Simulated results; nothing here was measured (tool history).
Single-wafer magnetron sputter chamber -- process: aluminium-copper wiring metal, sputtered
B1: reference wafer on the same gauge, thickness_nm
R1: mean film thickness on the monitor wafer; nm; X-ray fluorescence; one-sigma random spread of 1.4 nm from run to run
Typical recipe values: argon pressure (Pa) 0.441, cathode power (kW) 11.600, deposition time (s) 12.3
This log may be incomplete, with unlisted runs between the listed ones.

{"run": 1, "hour": 0.0, "argon pressure (Pa)": 0.441, "cathode power (kW)": 11.6, "deposition time (s)": 12.3, "B1": 200.782, "R1": 246.928}
{"run": 2, "hour": 78.6, "argon pressure (Pa)": 0.441, "cathode power (kW)": 11.6, "deposition time (s)": 12.3, "B1": 200.938, "R1": 247.88}
{"run": 3, "hour": 158.9, "argon pressure (Pa)": 0.441, "cathode power (kW)": 11.6, "deposition time (s)": 12.3, "B1": 200.988, "R1": 246.538}
{"run": 4, "hour": 214.6, "argon pressure (Pa)": 0.441, "cathode power (kW)": 11.6, "deposition time (s)": 12.3, "B1": 201.006, "R1": 246.437}
{"run": 5, "hour": 271.2, "argon pressure (Pa)": 0.441, "cathode power (kW)": 11.6, "deposition time (s)": 12.3, "B1": 201.232, "R1": 247.211}
{"run": 6, "hour": 338.8, "argon pressure (Pa)": 0.441, "cathode power (kW)": 11.6, "deposition time (s)": 12.3, "B1": 201.228, "R1": 246.863}
{"run": 7, "hour": 425.2, "argon pressure (Pa)": 0.441, "cathode power (kW)": 11.6, "deposition time (s)": 12.3, "B1": 201.243, "R1": 246.419}
{"run": 8, "hour": 505.9, "argon pressure (Pa)": 0.441, "cathode power (kW)": 11.6, "deposition time (s)": 12.3, "B1": 201.225, "R1": 248.28}
{"hour": 569.1, "done": "gauge calibrated"}
{"hour": 668.3, "done": "sputter target and shields replaced"}
{"run": 9, "hour": 684.8, "argon pressure (Pa)": 0.441, "cathode power (kW)": 11.6, "deposition time (s)": 12.3, "B1": 201.279, "R1": 244.72}
{"run": 10, "hour": 765.2, "argon pressure (Pa)": 0.441, "cathode power (kW)": 11.6, "deposition time (s)": 10.5, "B1": 201.032, "R1": 210.875}
{"run": 11, "hour": 867.3, "argon pressure (Pa)": 0.441, "cathode power (kW)": 9.65, "deposition time (s)": 12.3, "B1": 201.298, "R1": 206.731}
{"run": 12, "hour": 974.6, "argon pressure (Pa)": 0.441, "cathode power (kW)": 11.6, "deposition time (s)": 12.3, "B1": 201.106, "R1": 245.49}
{"run": 13, "hour": 1072.1, "argon pressure (Pa)": 0.441, "cathode power (kW)": 13.45, "deposition time (s)": 11.0, "B1": 201.072, "R1": 254.991}
{"run": 14, "hour": 1128.9, "argon pressure (Pa)": 0.533, "cathode power (kW)": 11.6, "deposition time (s)": 12.3, "B1": 201.109, "R1": 227.649}
{"run": 15, "hour": 1169.2, "argon pressure (Pa)": 0.441, "cathode power (kW)": 11.6, "deposition time (s)": 12.3, "B1": 201.001, "R1": 248.712}
{"run": 16, "hour": 1273.4, "argon pressure (Pa)": 0.441, "cathode power (kW)": 11.6, "deposition time (s)": 12.3, "B1": 200.713, "R1": 245.779}
{"run": 17, "hour": 1338.7, "argon pressure (Pa)": 0.441, "cathode power (kW)": 11.6, "deposition time (s)": 10.0, "B1": 200.962, "R1": 199.48}
{"run": 18, "hour": 1375.2, "argon pressure (Pa)": 0.441, "cathode power (kW)": 13.1, "deposition time (s)": 11.7, "B1": 201.134, "R1": 264.72}
{"hour": 1422.1, "done": "sputter target and shields replaced"}
{"run": 19, "hour": 1469.6, "argon pressure (Pa)": 0.441, "cathode power (kW)": 12.8, "deposition time (s)": 13.3, "B1": 200.923, "R1": 292.925}
{"run": 20, "hour": 1516.1, "argon pressure (Pa)": 0.441, "cathode power (kW)": 14.4, "deposition time (s)": 12.3, "B1": 201.114, "R1": 302.743}
{"run": 21, "hour": 1560.7, "argon pressure (Pa)": 0.441, "cathode power (kW)": 12.85, "deposition time (s)": 12.3, "B1": 200.93, "R1": 271.92}
{"run": 22, "hour": 1643.8, "argon pressure (Pa)": 0.441, "cathode power (kW)": 11.6, "deposition time (s)": 12.3, "B1": 201.096, "R1": 249.176}
{"hour": 1660.4, "done": "capacitance manometer re-zeroed and calibrated"}
{"run": 23, "hour": 1738.2, "argon pressure (Pa)": 0.441, "cathode power (kW)": 8.85, "deposition time (s)": 12.3, "B1": 200.801, "R1": 187.563}
{"run": 24, "hour": 1792.2, "argon pressure (Pa)": 0.538, "cathode power (kW)": 13.65, "deposition time (s)": 13.5, "B1": 201.036, "R1": 292.041}
{"run": 25, "hour": 1893.5, "argon pressure (Pa)": 0.281, "cathode power (kW)": 11.6, "deposition time (s)": 13.0, "B1": 200.846, "R1": 301.018}

Run 26, settings as shown, results not yet in. Your forecast:
{"run": 26, "hour": 1942.0, "argon pressure (Pa)": 0.6, "cathode power (kW)": 11.6, "deposition time (s)": 14.3, "B1": "?", "R1": "?"}

Logged for run 26: B1 200.886, R1 248.494 nm.
Without the tool's hidden state the same run would have given R1 248.494 nm.
